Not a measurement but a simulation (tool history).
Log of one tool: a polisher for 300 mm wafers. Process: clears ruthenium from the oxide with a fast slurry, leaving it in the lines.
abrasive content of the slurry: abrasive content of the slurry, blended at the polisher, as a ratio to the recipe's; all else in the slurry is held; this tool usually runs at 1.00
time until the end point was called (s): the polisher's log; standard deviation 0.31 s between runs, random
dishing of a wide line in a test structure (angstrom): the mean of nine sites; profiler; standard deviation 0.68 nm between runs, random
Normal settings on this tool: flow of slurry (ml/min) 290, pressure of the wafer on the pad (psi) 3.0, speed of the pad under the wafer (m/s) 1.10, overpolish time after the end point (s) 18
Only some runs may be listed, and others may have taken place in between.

run	hour	flow of slurry (ml/min)	pressure of the wafer on the pad (psi)	speed of the pad under the wafer (m/s)	abrasive content of the slurry	overpolish time after the end point (s)	wafers since the last listed run	wafers polished on this pad	hours since the slurry nozzle was cleaned	hours since the head pressure was calibrated	hours since the slurry blender was calibrated	incoming thickness of the incoming film, nm	time until the end point was called (s)	dishing of a wide line in a test structure (angstrom)
1	0.0	290	3.0	1.10	1.00	18	0	4628	382.7	626.8	295.3	151.3	26.4	266
# hour 22.2: worn pad replaced by a new one
# hour 63.8: slurry blender recalibrated
2	66.8	290	3.0	1.10	1.00	18	973	681	449.5	693.6	3.0	149.9	26.4	276
# hour 86.3: slurry nozzle cleaned
# hour 99.6: head pressure recalibrated
3	124.5	290	3.0	1.10	1.00	12	876	1558	38.2	24.9	60.7	148.5	24.1	253
4	150.2	290	3.0	1.10	1.00	12	411	1969	63.9	50.6	86.4	150.6	24.4	260
5	185.8	290	2.3	1.10	1.00	18	570	2540	99.5	86.2	122.0	147.9	32.3	257
6	226.2	290	2.3	1.10	1.00	18	647	3187	139.9	126.6	162.4	151.3	32.9	269
7	255.2	330	3.0	1.10	1.00	11	464	3651	168.9	155.6	191.4	149.1	24.2	242
8	286.9	330	3.0	1.10	1.00	11	507	4159	200.6	187.3	223.1	147.7	23.6	252
# hour 325.3: worn pad replaced by a new one
9	348.5	330	3.8	0.82	0.70	18	922	372	262.2	248.9	284.7	148.5	31.2	262
# hour 354.5: slurry blender recalibrated
10	409.9	370	3.5	0.96	1.10	18	951	1323	323.6	310.3	55.4	149.3	23.3	279
11	466.9	330	3.3	0.94	0.80	18	913	2237	380.6	367.3	112.4	150.7	29.5	267
12	518.3	290	3.0	1.28	1.00	18	823	3060	432.0	418.7	163.8	150.9	21.8	282
13	574.5	290	3.0	1.10	1.00	18	900	3960	488.2	474.9	220.0	150.0	25.8	282
14	605.0	290	3.0	1.10	1.10	15	488	4449	518.7	505.4	250.5	151.2	25.2	259
15	631.1	195	3.0	1.10	0.75	18	418	4867	544.8	531.5	276.6	150.6	32.1	267
# hour 642.5: worn pad replaced by a new one
# hour 645.2: slurry nozzle cleaned
# hour 649.8: slurry blender recalibrated
16	671.9	290	4.0	1.10	1.00	18	541	423	26.7	572.3	22.1	152.6	18.4	294
17	739.5	350	2.5	1.10	0.90	11	1082	1506	94.3	639.9	89.7	146.8	28.6	218
# hour 756.6: head pressure recalibrated
18	804.7	290	3.0	1.10	1.00	18	1012	2518	159.5	48.1	154.9	149.6	24.6	273
19	871.0	370	3.0	0.86	0.85	18	1062	3581	225.8	114.4	221.2	151.2	33.6	254
20	899.8	385	3.3	1.10	1.00	13	461	4042	254.6	143.2	250.0	151.4	22.4	261
21	930.8	385	2.7	1.10	0.90	18	496	4539	285.6	174.2	281.0	152.0	28.5	278
22	959.5	225	3.0	1.10	1.00	18	459	4998	314.3	202.9	309.7	151.4	26.1	266
# hour 965.4: slurry blender recalibrated
# hour 998.7: worn pad replaced by a new one
23	999.2	290	3.0	1.10	1.00	26	539	7	354.0	242.6	33.8	150.4	25.6	294
24	1058.6	290	3.7	0.72	0.80	11	951	958	413.4	302.0	93.2	149.2	34.6	201
25	1128.0	290	3.0	1.10	1.00	18	1111	2070	482.8	371.4	162.6	151.6	25.9	279
26	1164.0	385	3.3	1.10	1.00	18	576	2647	518.8	407.4	198.6	149.5	22.3	281
27	1191.7	290	3.0	1.10	1.00	18	443	3091	546.5	435.1	226.3	150.1	26.0	277

Consider 5 possible next runs. They are alternatives, not a sequence: every one starts from the tool as it was left by run 27. What does each give?
A	1192.1	290	3.5	1.10	1.00	18	6	3097	546.9	435.5	226.7	151.5	?	?
B	1192.1	230	2.1	1.10	1.15	15	6	3097	546.9	435.5	226.7	151.5	?	?
C	1192.1	290	3.0	1.10	0.80	18	6	3097	546.9	435.5	226.7	151.5	?	?
D	1192.1	350	3.0	1.10	1.00	18	6	3097	546.9	435.5	226.7	151.5	?	?
E	1192.1	240	3.7	0.90	1.10	18	6	3097	546.9	435.5	226.7	151.5	?	?

run	time until the end point was called (s)	dishing of a wide line in a test structure (angstrom)
A	22.3	285
B	36.7	233
C	28.9	270
D	25.2	279
E	25.7	277
Take away the tool's hidden state, keep each run's random variation, and the runs would have read:
run	time until the end point was called (s)	dishing of a wide line in a test structure (angstrom)
A	20.6	289
B	33.2	242
C	26.7	275
D	23.6	282
E	23.3	283
